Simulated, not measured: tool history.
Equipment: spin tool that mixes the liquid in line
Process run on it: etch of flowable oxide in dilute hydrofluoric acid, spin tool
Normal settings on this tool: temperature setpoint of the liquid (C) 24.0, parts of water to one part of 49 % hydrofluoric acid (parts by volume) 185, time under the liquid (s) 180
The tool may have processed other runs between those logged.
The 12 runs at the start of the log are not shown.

| run | hour | temperature setpoint of the liquid (C) | parts of water to one part of 49 % hydrofluoric acid (parts by volume) | time under the liquid (s) | wafers since the last listed run | hours since the thermometer was replaced | hours since the hydrofluoric acid flow meter was replaced | hours since the gauge calibration | read-back film thickness of the flowable oxide reference wafer, read on the same gauge (nm) | thickness taken off the flowable oxide on a monitor wafer (nm) |
|---|---|---|---|---|---|---|---|---|---|---|
| 13 | 741.8 | 24.0 | 185 | 180 | 181 | 1532.0 | 422.2 | 253.5 | 40.00 | 40.78 |
| 14 | 798.5 | 26.5 | 220 | 180 | 293 | 1588.7 | 478.9 | 310.2 | 40.01 | 36.26 |
|  | 843.7 | thermometer replaced |
| 15 | 852.0 | 28.0 | 185 | 180 | 271 | 8.3 | 532.4 | 363.7 | 40.03 | 47.75 |
| 16 | 895.2 | 20.0 | 110 | 280 | 223 | 51.5 | 575.6 | 406.9 | 40.03 | 99.35 |
| 17 | 937.1 | 22.0 | 185 | 180 | 216 | 93.4 | 617.5 | 448.8 | 40.01 | 37.58 |
| 18 | 976.9 | 24.0 | 155 | 220 | 206 | 133.2 | 657.3 | 488.6 | 40.04 | 61.73 |
| 19 | 1008.6 | 24.0 | 185 | 180 | 164 | 164.9 | 689.0 | 520.3 | 39.99 | 40.81 |
| 20 | 1048.5 | 20.5 | 160 | 180 | 206 | 204.8 | 728.9 | 560.2 | 40.02 | 41.82 |
| 21 | 1092.8 | 22.0 | 240 | 95 | 229 | 249.1 | 773.2 | 604.5 | 40.02 | 14.32 |
| 22 | 1130.6 | 24.0 | 185 | 180 | 195 | 286.9 | 811.0 | 642.3 | 40.03 | 40.07 |
| 23 | 1192.0 | 24.0 | 185 | 180 | 317 | 348.3 | 872.4 | 703.7 | 40.00 | 40.35 |
| 24 | 1236.0 | 25.5 | 250 | 180 | 227 | 392.3 | 916.4 | 747.7 | 39.98 | 29.26 |
| 25 | 1288.0 | 24.0 | 185 | 180 | 269 | 444.3 | 968.4 | 799.7 | 39.95 | 40.19 |
|  | 1316.9 | hydrofluoric acid flow meter replaced |
| 26 | 1333.3 | 25.5 | 210 | 245 | 229 | 489.6 | 16.4 | 845.0 | 39.98 | 50.97 |

Run 27 is up next; what results do you expect?
| 27 | 1403.5 | 24.0 | 185 | 275 | 363 | 559.8 | 86.6 | 915.2 | ? | ? |

read-back film thickness of the flowable oxide reference wafer, read on the same gauge (nm): 40.01
thickness taken off the flowable oxide on a monitor wafer (nm): 63.76
On a tool with no hidden condition, and with the same random variation, this run would have come out at thickness taken off the flowable oxide on a monitor wafer (nm) 64.15.
